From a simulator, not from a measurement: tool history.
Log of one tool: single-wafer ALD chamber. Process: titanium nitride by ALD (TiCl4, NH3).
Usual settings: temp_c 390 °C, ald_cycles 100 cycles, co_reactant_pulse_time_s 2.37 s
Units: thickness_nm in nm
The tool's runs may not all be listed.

run,hour,temp_c,ald_cycles,co_reactant_pulse_time_s,"read-back reference wafer on the same gauge, thickness_nm",thickness_nm
1,0.0,390,100,2.37,1.970,2.093
2,97.5,390,100,2.37,1.970,2.090
3,146.5,390,100,2.37,1.968,2.100
4,214.7,383,100,2.37,1.972,2.089
5,289.1,390,100,2.37,1.972,2.113
6,393.3,390,100,2.37,1.972,2.105
7,501.1,390,100,2.37,1.969,2.114
8,537.9,390,100,2.37,1.970,2.106
9,630.2,390,100,2.37,1.970,2.095
10,695.8,390,100,2.37,1.969,2.098
11,784.7,390,112,2.37,1.970,2.344
12,1026.1,381,100,2.37,1.969,2.084
13,1089.0,378,100,1.71,1.971,2.064
14,1176.4,378,100,1.71,1.970,2.058
15,1246.0,390,100,2.37,1.971,2.112
16,1320.0,386,100,2.04,1.971,2.077
# hour 1339.9: thermocouple changed; heater temperature recalibrated
17,1425.6,386,100,2.04,1.970,2.097
18,1497.5,386,100,2.04,1.970,2.080
19,1570.9,390,100,2.37,1.970,2.091
20,1626.4,390,100,2.37,1.971,2.105
21,1689.8,379,84,3.31,1.970,1.767
22,1896.2,383,93,2.99,1.969,1.957
23,1985.0,386,100,2.04,1.971,2.089
# hour 2000.8: gauge calibrated
24,2077.7,402,92,2.87,1.968,1.953
25,2183.5,385,82,2.76,1.969,1.723
26,2409.9,381,100,3.27,1.971,2.107
27,2515.3,402,114,1.43,1.971,2.385
# hour 2556.1: showerhead replaced
28,2573.5,395,107,3.18,1.970,2.283
29,2666.0,390,100,2.04,1.970,2.087
30,2716.2,399,100,1.98,1.969,2.102
31,2815.9,390,100,2.37,1.970,2.105
32,2896.4,402,83,1.86,1.972,1.751
33,3093.8,390,100,2.37,1.971,2.098
34,3188.0,390,100,1.73,1.970,2.084
35,3230.1,390,100,1.44,1.969,2.064
36,3324.2,403,100,2.37,1.969,2.124
37,3493.8,400,100,2.81,1.971,2.128
38,3595.4,390,100,2.37,1.970,2.098
39,3653.2,390,90,2.37,1.971,1.882
40,3747.7,390,100,2.37,1.970,2.095
41,3827.4,390,84,1.69,1.971,1.746

Forecast each of these 3 alternatives for the next run:
A,3828.0,390,84,2.37,?,?
B,3828.0,400,120,1.43,?,?
C,3828.0,379,116,3.13,?,?

run,"read-back reference wafer on the same gauge, thickness_nm",thickness_nm
A,1.970,1.764
B,1.970,2.512
C,1.970,2.437
Without the tool's hidden state the same runs would have given:
run,thickness_nm
A,1.764
B,2.512
C,2.437
